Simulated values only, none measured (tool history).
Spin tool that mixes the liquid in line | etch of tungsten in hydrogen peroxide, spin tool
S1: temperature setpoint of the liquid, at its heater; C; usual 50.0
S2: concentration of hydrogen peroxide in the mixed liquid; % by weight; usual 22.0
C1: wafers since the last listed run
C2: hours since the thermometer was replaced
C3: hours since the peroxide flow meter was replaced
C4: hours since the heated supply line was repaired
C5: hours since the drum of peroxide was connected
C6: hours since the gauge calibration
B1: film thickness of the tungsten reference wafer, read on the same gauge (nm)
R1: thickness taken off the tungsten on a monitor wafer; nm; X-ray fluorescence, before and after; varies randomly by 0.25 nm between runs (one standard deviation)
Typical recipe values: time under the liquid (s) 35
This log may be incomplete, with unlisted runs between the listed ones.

Run 1, day 0.000: usual settings; C1 0; C2 1773.9; C3 1449.7; C4 3278.1; C5 575.1; C6 535.8; B1 140.02. Result: R1 52.12 nm.
Run 2, day 0.896: usual settings; C1 232; C2 1795.4; C3 1471.2; C4 3299.6; C5 596.6; C6 557.3; B1 140.03. Result: R1 52.56 nm.
Run 3, day 3.833: usual settings but S1 44.0 C; C1 763; C2 1865.9; C3 1541.7; C4 3370.1; C5 667.1; C6 627.8; B1 139.98. Result: R1 35.87 nm.
Run 4, day 4.775: usual settings but S1 44.0 C; C1 244; C2 1888.5; C3 1564.3; C4 3392.7; C5 689.7; C6 650.4; B1 139.98. Result: R1 35.78 nm.
Run 5, day 6.067: usual settings but S1 44.0 C; C1 335; C2 1919.5; C3 1595.3; C4 3423.7; C5 720.7; C6 681.4; B1 140.00. Result: R1 35.76 nm.
Run 6, day 7.417: usual settings; C1 350; C2 1951.9; C3 1627.7; C4 3456.1; C5 753.1; C6 713.8; B1 139.99. Result: R1 51.67 nm.
At day 8.188: thermometer replaced.
Run 7, day 8.767: usual settings; C1 340; C2 13.9; C3 1660.1; C4 3488.5; C5 785.5; C6 746.2; B1 140.02. Result: R1 52.23 nm.
Run 8, day 10.179: usual settings; C1 367; C2 47.8; C3 1694.0; C4 3522.4; C5 819.4; C6 780.1; B1 140.03. Result: R1 51.94 nm.
Run 9, day 11.358: usual settings; C1 306; C2 76.1; C3 1722.3; C4 3550.7; C5 847.7; C6 808.4; B1 140.01. Result: R1 51.75 nm.
Run 10, day 12.475: usual settings; C1 290; C2 102.9; C3 1749.1; C4 3577.5; C5 874.5; C6 835.2; B1 140.00. Result: R1 51.57 nm.
Run 11, day 12.983: usual settings but S1 45.0 C; C1 132; C2 115.1; C3 1761.3; C4 3589.7; C5 886.7; C6 847.4; B1 140.02. Result: R1 37.89 nm.
Run 12, day 14.083: usual settings but S2 24.5 % by weight, time under the liquid (s) 25; C1 285; C2 141.5; C3 1787.7; C4 3616.1; C5 913.1; C6 873.8; B1 140.01. Result: R1 38.96 nm.
Run 13, day 15.533: usual settings but time under the liquid (s) 45; C1 376; C2 176.3; C3 1822.5; C4 3650.9; C5 947.9; C6 908.6; B1 139.98. Result: R1 66.47 nm.
At day 15.808: new drum of peroxide connected.
Run 14, day 16.558: usual settings but S1 57.0 C, S2 17.5 % by weight, time under the liquid (s) 45; C1 255; C2 200.9; C3 1847.1; C4 3675.5; C5 18.0; C6 933.2; B1 140.00. Result: R1 91.86 nm.
Run 15, day 17.679: usual settings but S1 44.5 C, S2 25.0 % by weight, time under the liquid (s) 20; C1 291; C2 227.8; C3 1874.0; C4 3702.4; C5 44.9; C6 960.1; B1 140.00. Result: R1 22.77 nm.
At day 18.242: heated supply line repaired.
Run 16, day 18.467: usual settings but S1 57.5 C; C1 193; C2 246.7; C3 1892.9; C4 5.4; C5 63.8; C6 979.0; B1 140.00. Result: R1 89.40 nm.
Run 17, day 19.675: usual settings but S1 42.0 C, S2 24.5 % by weight, time under the liquid (s) 50; C1 314; C2 275.7; C3 1921.9; C4 34.4; C5 92.8; C6 1008.0; B1 140.03. Result: R1 52.08 nm.
At day 19.792: peroxide flow meter replaced.
At day 19.892: gauge calibrated.
Run 18, day 21.021: usual settings; C1 339; C2 308.0; C3 29.5; C4 66.7; C5 125.1; C6 27.1; B1 139.98. Result: R1 57.44 nm.
Run 19, day 22.871: usual settings; C1 480; C2 352.4; C3 73.9; C4 111.1; C5 169.5; C6 71.5; B1 139.98. Result: R1 56.85 nm.

Forecast run 20:
Run 20, day 24.304: usual settings but S2 17.5 % by weight, time under the liquid (s) 45; C1 372; C2 386.8; C3 108.3; C4 145.5; C5 203.9; C6 105.9; B1 ?. Result: R1 ?.

{"run 20": {"B1": 139.96, "R1": 65.02}}
The same run, on a tool lacking any hidden state, would have yielded R1 66.02 nm.
